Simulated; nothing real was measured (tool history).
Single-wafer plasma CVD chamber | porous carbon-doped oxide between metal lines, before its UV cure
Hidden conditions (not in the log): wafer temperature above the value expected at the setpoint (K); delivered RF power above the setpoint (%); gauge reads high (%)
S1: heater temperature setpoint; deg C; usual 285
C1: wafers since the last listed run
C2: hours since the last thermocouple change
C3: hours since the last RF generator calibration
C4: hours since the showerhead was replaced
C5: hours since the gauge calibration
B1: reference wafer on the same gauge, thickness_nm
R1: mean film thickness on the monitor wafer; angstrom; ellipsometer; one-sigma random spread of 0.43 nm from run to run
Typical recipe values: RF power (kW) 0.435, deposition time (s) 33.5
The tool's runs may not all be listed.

Run 1, hour 0.0: usual settings; C1 0; C2 424.8; C3 460.9; C4 3575.3; C5 599.3; B1 197.006. Result: R1 1708.11 angstrom.
Run 2, hour 91.2: usual settings; C1 2113; C2 516.0; C3 552.1; C4 3666.5; C5 690.5; B1 196.738. Result: R1 1707.51 angstrom.
Run 3, hour 163.1: usual settings; C1 1666; C2 587.9; C3 624.0; C4 3738.4; C5 762.4; B1 196.745. Result: R1 1712.08 angstrom.
Run 4, hour 222.7: usual settings; C1 1381; C2 647.5; C3 683.6; C4 3798.0; C5 822.0; B1 196.484. Result: R1 1705.69 angstrom.
Run 5, hour 296.4: usual settings but RF power (kW) 0.480, deposition time (s) 28.4; C1 1707; C2 721.2; C3 757.3; C4 3871.7; C5 895.7; B1 196.321. Result: R1 1574.89 angstrom.
Run 6, hour 355.7: usual settings but RF power (kW) 0.480, deposition time (s) 28.4; C1 1374; C2 780.5; C3 816.6; C4 3931.0; C5 955.0; B1 196.291. Result: R1 1579.48 angstrom.
At hour 391.4: RF generator calibrated.
Run 7, hour 437.3: usual settings but deposition time (s) 30.6; C1 1705; C2 862.1; C3 45.9; C4 4012.6; C5 1036.6; B1 196.187. Result: R1 1563.81 angstrom.
At hour 591.6: thermocouple changed; heater temperature recalibrated.
Run 8, hour 699.8: usual settings; C1 5897; C2 108.2; C3 308.4; C4 4275.1; C5 1299.1; B1 195.909. Result: R1 1697.79 angstrom.
Run 9, hour 781.9: usual settings; C1 1902; C2 190.3; C3 390.5; C4 4357.2; C5 1381.2; B1 195.434. Result: R1 1702.27 angstrom.
Run 10, hour 989.9: usual settings; C1 4820; C2 398.3; C3 598.5; C4 4565.2; C5 1589.2; B1 194.770. Result: R1 1693.81 angstrom.
Run 11, hour 1059.7: usual settings; C1 1617; C2 468.1; C3 668.3; C4 4635.0; C5 1659.0; B1 194.762. Result: R1 1684.87 angstrom.
Run 12, hour 1152.2: usual settings but RF power (kW) 0.490; C1 2143; C2 560.6; C3 760.8; C4 4727.5; C5 1751.5; B1 194.428. Result: R1 1860.77 angstrom.
Run 13, hour 1207.0: usual settings; C1 1269; C2 615.4; C3 815.6; C4 4782.3; C5 1806.3; B1 194.102. Result: R1 1688.98 angstrom.
At hour 1243.5: showerhead replaced.
At hour 1310.5: RF generator calibrated.
Run 14, hour 1311.0: usual settings but S1 277 deg C; C1 2039; C2 719.4; C3 0.5; C4 67.5; C5 1910.3; B1 193.898. Result: R1 1777.64 angstrom.
At hour 1374.5: gauge calibrated.
Run 15, hour 1382.7: usual settings; C1 1661; C2 791.1; C3 72.2; C4 139.2; C5 8.2; B1 198.534. Result: R1 1715.78 angstrom.
Run 16, hour 1468.0: usual settings but RF power (kW) 0.515; C1 1976; C2 876.4; C3 157.5; C4 224.5; C5 93.5; B1 198.640. Result: R1 1974.49 angstrom.
Run 17, hour 1570.2: usual settings but S1 291 deg C, RF power (kW) 0.485; C1 2368; C2 978.6; C3 259.7; C4 326.7; C5 195.7; B1 198.476. Result: R1 1818.47 angstrom.
Run 18, hour 1643.3: usual settings but S1 271 deg C, RF power (kW) 0.505, deposition time (s) 31.0; C1 1694; C2 1051.7; C3 332.8; C4 399.8; C5 268.8; B1 198.477. Result: R1 1965.72 angstrom.
Run 19, hour 1730.7: usual settings but S1 272 deg C, RF power (kW) 0.480; C1 2025; C2 1139.1; C3 420.2; C4 487.2; C5 356.2; B1 198.435. Result: R1 2027.22 angstrom.
At hour 1765.3: thermocouple changed; heater temperature recalibrated.
Run 20, hour 1787.8: usual settings but S1 296 deg C, RF power (kW) 0.465, deposition time (s) 29.0; C1 1137; C2 22.5; C3 477.3; C4 544.3; C5 413.3; B1 198.402. Result: R1 1480.50 angstrom.
Run 21, hour 1880.0: usual settings but S1 273 deg C, deposition time (s) 31.1; C1 2136; C2 114.7; C3 569.5; C4 636.5; C5 505.5; B1 198.202. Result: R1 1730.16 angstrom.
Run 22, hour 1936.6: usual settings but S1 293 deg C, RF power (kW) 0.380, deposition time (s) 35.3; C1 1311; C2 171.3; C3 626.1; C4 693.1; C5 562.1; B1 198.244. Result: R1 1534.86 angstrom.
Run 23, hour 2035.4: usual settings but RF power (kW) 0.475; C1 2289; C2 270.1; C3 724.9; C4 791.9; C5 660.9; B1 198.203. Result: R1 1848.31 angstrom.
Run 24, hour 2127.3: usual settings but RF power (kW) 0.475; C1 2129; C2 362.0; C3 816.8; C4 883.8; C5 752.8; B1 197.899. Result: R1 1840.10 angstrom.
Run 25, hour 2217.7: usual settings; C1 2094; C2 452.4; C3 907.2; C4 974.2; C5 843.2; B1 198.061. Result: R1 1728.91 angstrom.
At hour 2294.1: RF generator calibrated.
Run 26, hour 2294.6: usual settings but RF power (kW) 0.480; C1 1596; C2 529.3; C3 0.5; C4 1051.1; C5 920.1; B1 197.751. Result: R1 1854.91 angstrom.
Run 27, hour 2361.2: usual settings but S1 279 deg C; C1 1543; C2 595.9; C3 67.1; C4 1117.7; C5 986.7; B1 197.603. Result: R1 1782.50 angstrom.
Run 28, hour 2399.0: usual settings; C1 875; C2 633.7; C3 104.9; C4 1155.5; C5 1024.5; B1 197.508. Result: R1 1715.89 angstrom.
Run 29, hour 2450.7: usual settings but S1 290 deg C, RF power (kW) 0.355; C1 1198; C2 685.4; C3 156.6; C4 1207.2; C5 1076.2; B1 197.457. Result: R1 1380.71 angstrom.
Run 30, hour 2508.6: usual settings but S1 296 deg C; C1 1341; C2 743.3; C3 214.5; C4 1265.1; C5 1134.1; B1 197.375. Result: R1 1611.35 angstrom.
Run 31, hour 2559.0: usual settings; C1 1167; C2 793.7; C3 264.9; C4 1315.5; C5 1184.5; B1 197.189. Result: R1 1713.76 angstrom.
Run 32, hour 2639.8: usual settings but S1 277 deg C, RF power (kW) 0.360, deposition time (s) 30.7; C1 1872; C2 874.5; C3 345.7; C4 1396.3; C5 1265.3; B1 197.195. Result: R1 1386.46 angstrom.
Run 33, hour 2719.9: usual settings; C1 1856; C2 954.6; C3 425.8; C4 1476.4; C5 1345.4; B1 196.802. Result: R1 1702.82 angstrom.
Run 34, hour 2809.1: usual settings; C1 2067; C2 1043.8; C3 515.0; C4 1565.6; C5 1434.6; B1 196.926. Result: R1 1711.31 angstrom.

4 ways to go on from here, each from the tool as it stands after run 34. What would each give?
Run A, hour 2809.5: usual settings but S1 278 deg C; C1 9; C2 1044.2; C3 515.4; C4 1566.0; C5 1435.0; B1 ?. Result: R1 ?.
Run B, hour 2809.5: usual settings but S1 291 deg C, RF power (kW) 0.495, deposition time (s) 39.5; C1 9; C2 1044.2; C3 515.4; C4 1566.0; C5 1435.0; B1 ?. Result: R1 ?.
Run C, hour 2809.5: usual settings but S1 279 deg C, RF power (kW) 0.505, deposition time (s) 27.2; C1 9; C2 1044.2; C3 515.4; C4 1566.0; C5 1435.0; B1 ?. Result: R1 ?.
Run D, hour 2809.5: usual settings but S1 278 deg C, deposition time (s) 39.8; C1 9; C2 1044.2; C3 515.4; C4 1566.0; C5 1435.0; B1 ?. Result: R1 ?.

run       B1       R1
  A  196.676  1777.00
  B  196.676  2137.67
  C  196.676  1624.38
  D  196.676  2101.57
Without the tool's hidden state the same runs would have given:
run       R1
  A  1789.28
  B  2152.44
  C  1635.60
  D  2116.09
